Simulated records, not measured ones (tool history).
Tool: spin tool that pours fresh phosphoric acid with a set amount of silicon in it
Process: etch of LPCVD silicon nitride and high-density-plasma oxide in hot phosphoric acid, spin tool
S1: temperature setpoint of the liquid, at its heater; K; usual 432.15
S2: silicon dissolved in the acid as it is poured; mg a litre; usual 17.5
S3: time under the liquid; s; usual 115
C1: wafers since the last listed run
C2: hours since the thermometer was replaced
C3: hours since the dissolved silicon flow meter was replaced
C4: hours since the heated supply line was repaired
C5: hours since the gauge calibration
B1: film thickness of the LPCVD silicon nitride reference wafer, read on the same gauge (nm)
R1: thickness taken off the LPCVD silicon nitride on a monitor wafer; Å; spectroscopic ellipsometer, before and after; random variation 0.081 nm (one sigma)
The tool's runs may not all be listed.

run 1 hour=0.0 | S1=431.15 S2=26.5 S3=175 | C1=0 C2=1754.5 C3=253.3 C4=641.3 C5=409.3 | B1=71.97 | R1=134.1
run 2 hour=28.7 | S1=434.15 S2=17.5 S3=85 | C1=397 C2=1783.2 C3=282.0 C4=670.0 C5=438.0 | B1=72.05 | R1=72.5
run 3 hour=93.2 | S1=432.15 S2=17.5 S3=115 | C1=894 C2=1847.7 C3=346.5 C4=734.5 C5=502.5 | B1=72.13 | R1=91.8
-- hour=120.6 thermometer replaced
run 4 hour=181.6 | S1=432.15 S2=23.0 S3=65 | C1=1211 C2=61.0 C3=434.9 C4=822.9 C5=590.9 | B1=72.26 | R1=51.7
run 5 hour=238.8 | S1=430.15 S2=12.0 S3=175 | C1=792 C2=118.2 C3=492.1 C4=880.1 C5=648.1 | B1=72.27 | R1=131.0
run 6 hour=265.4 | S1=434.65 S2=26.5 S3=75 | C1=368 C2=144.8 C3=518.7 C4=906.7 C5=674.7 | B1=72.28 | R1=64.1
run 7 hour=287.7 | S1=434.15 S2=8.0 S3=85 | C1=309 C2=167.1 C3=541.0 C4=929.0 C5=697.0 | B1=72.29 | R1=73.0
run 8 hour=321.7 | S1=431.15 S2=23.5 S3=85 | C1=471 C2=201.1 C3=575.0 C4=963.0 C5=731.0 | B1=72.32 | R1=65.6
run 9 hour=340.4 | S1=432.15 S2=17.5 S3=115 | C1=259 C2=219.8 C3=593.7 C4=981.7 C5=749.7 | B1=72.34 | R1=90.5
-- hour=365.5 heated supply line repaired
run 10 hour=371.5 | S1=432.15 S2=17.5 S3=115 | C1=417 C2=250.9 C3=624.8 C4=6.0 C5=780.8 | B1=72.35 | R1=91.6
run 11 hour=403.5 | S1=430.15 S2=17.5 S3=115 | C1=443 C2=282.9 C3=656.8 C4=38.0 C5=812.8 | B1=72.36 | R1=86.4
-- hour=406.0 dissolved silicon flow meter replaced
run 12 hour=416.9 | S1=432.15 S2=30.5 S3=185 | C1=171 C2=296.3 C3=10.9 C4=51.4 C5=826.2 | B1=72.37 | R1=147.9
-- hour=430.4 gauge calibrated
run 13 hour=447.2 | S1=434.65 S2=22.5 S3=115 | C1=419 C2=326.6 C3=41.2 C4=81.7 C5=16.8 | B1=70.46 | R1=96.2
run 14 hour=482.4 | S1=432.15 S2=17.5 S3=115 | C1=487 C2=361.8 C3=76.4 C4=116.9 C5=52.0 | B1=70.71 | R1=89.8
run 15 hour=516.3 | S1=432.15 S2=17.5 S3=175 | C1=469 C2=395.7 C3=110.3 C4=150.8 C5=85.9 | B1=70.93 | R1=136.1
run 16 hour=563.1 | S1=430.65 S2=17.5 S3=115 | C1=648 C2=442.5 C3=157.1 C4=197.6 C5=132.7 | B1=71.19 | R1=85.4
run 17 hour=592.9 | S1=433.65 S2=4.0 S3=115 | C1=413 C2=472.3 C3=186.9 C4=227.4 C5=162.5 | B1=71.37 | R1=97.1
run 18 hour=623.4 | S1=432.15 S2=17.5 S3=115 | C1=422 C2=502.8 C3=217.4 C4=257.9 C5=193.0 | B1=71.52 | R1=90.0
run 19 hour=654.0 | S1=431.15 S2=8.0 S3=115 | C1=424 C2=533.4 C3=248.0 C4=288.5 C5=223.6 | B1=71.61 | R1=87.3
run 20 hour=682.9 | S1=432.15 S2=23.0 S3=115 | C1=400 C2=562.3 C3=276.9 C4=317.4 C5=252.5 | B1=71.73 | R1=90.2
run 21 hour=701.8 | S1=432.15 S2=17.5 S3=60 | C1=261 C2=581.2 C3=295.8 C4=336.3 C5=271.4 | B1=71.78 | R1=48.3
run 22 hour=730.0 | S1=430.65 S2=30.5 S3=175 | C1=390 C2=609.4 C3=324.0 C4=364.5 C5=299.6 | B1=71.88 | R1=132.3

Measured less the same run without the tool's hidden state. The same run-to-run variation is in both; the gauge's scatter may not be:
The hidden state here: liquid colder than its thermometer reads (K); dissolved silicon flow above the setpoint (%); temperature lost on the way to the wafer (K); gauge reads high (%).
run=1 R1=+3.7
run=2 R1=+2.1
run=3 R1=+2.7
run=4 R1=+1.6
run=5 R1=+4.1
run=6 R1=+2.0
run=7 R1=+2.3
run=8 R1=+2.1
run=9 R1=+2.9
run=10 R1=+3.0
run=11 R1=+2.8
run=12 R1=+4.8
run=13 R1=+0.6
run=14 R1=+0.8
run=15 R1=+1.8
run=16 R1=+1.4
run=17 R1=+1.8
run=18 R1=+1.9
run=19 R1=+2.0
run=20 R1=+2.1
run=21 R1=+1.2
run=22 R1=+3.4
